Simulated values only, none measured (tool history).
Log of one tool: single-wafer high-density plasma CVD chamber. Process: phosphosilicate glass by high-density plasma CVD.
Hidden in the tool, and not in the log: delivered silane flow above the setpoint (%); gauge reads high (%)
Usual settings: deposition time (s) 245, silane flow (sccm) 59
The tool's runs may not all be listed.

run	hour	deposition time (s)	silane flow (sccm)	wafers since the last listed run	hours since the silane flow controller was replaced	hours since the gauge calibration	read-back reference wafer on the same gauge, thickness_nm	mean film thickness on the monitor wafer (angstrom)
1	0.0	245	57	0	1386.7	383.3	1280.173	13242.57
2	16.6	245	62	131	1403.3	399.9	1279.778	14494.92
3	52.1	245	62	282	1438.8	435.4	1279.909	14400.61
4	72.7	245	62	163	1459.4	456.0	1280.832	14442.61
5	108.7	245	53	286	1495.4	492.0	1280.319	12285.52
6	137.1	245	53	225	1523.8	520.4	1280.717	12321.21
7	170.2	245	59	263	1556.9	553.5	1279.389	13658.27
8	203.5	245	59	264	1590.2	586.8	1279.784	13700.48
9	238.7	245	59	279	1625.4	622.0	1280.149	13679.00
10	266.0	245	59	217	1652.7	649.3	1280.684	13676.74
11	288.3	245	59	177	1675.0	671.6	1279.966	13685.59
12	306.8	245	59	147	1693.5	690.1	1279.831	13715.28
13	339.5	245	59	259	1726.2	722.8	1280.021	13672.35
14	375.0	245	59	282	1761.7	758.3	1279.814	13671.22
15	399.0	245	59	190	1785.7	782.3	1279.846	13702.36
16	416.0	245	52	135	1802.7	799.3	1280.199	12029.85
# hour 436.8: silane flow controller replaced
17	437.3	245	52	105	0.5	820.6	1279.903	12300.72
18	497.6	229	50	479	60.8	880.9	1280.974	11022.76
19	524.8	215	54	216	88.0	908.1	1281.309	11165.08
20	550.2	245	59	201	113.4	933.5	1280.038	13869.11
21	581.0	287	59	244	144.2	964.3	1280.695	16295.91
22	593.4	264	66	98	156.6	976.7	1280.082	16853.61
23	617.3	270	69	190	180.5	1000.6	1280.526	17975.76
# hour 626.7: gauge calibrated
24	647.6	220	48	240	210.8	20.9	1279.488	10153.47
25	680.9	280	69	264	244.1	54.2	1279.751	18612.37
26	705.2	267	71	193	268.4	78.5	1280.242	18197.71
27	792.6	206	69	694	355.8	165.9	1279.921	13671.69
28	824.9	261	65	256	388.1	198.2	1280.239	16361.39
29	845.4	289	54	162	408.6	218.7	1279.563	15033.53
30	875.9	212	67	242	439.1	249.2	1279.680	13624.85
31	911.8	265	62	285	475.0	285.1	1279.078	15765.13
32	935.3	245	59	186	498.5	308.6	1280.137	13864.93
33	962.9	245	69	219	526.1	336.2	1279.937	16194.72
34	981.9	245	59	151	545.1	355.2	1280.034	13859.87
35	1013.7	228	59	252	576.9	387.0	1278.535	12878.58

Hidden state at the last listed run before each entry between runs and at the first one after, where it differs:
Between runs 16 and 17: silane flow controller replaced (hour 436.8)
  delivered silane flow above the setpoint (%): -2.03 -> 0.15
  measured less the result without the state, mean film thickness on the monitor wafer (angstrom): -249.01 -> +18.42
Between runs 23 and 24: gauge calibrated (hour 626.7)
  delivered silane flow above the setpoint (%): -0.0798 -> -0.118
  measured less the result without the state, mean film thickness on the monitor wafer (angstrom): -14.36 -> -12.05
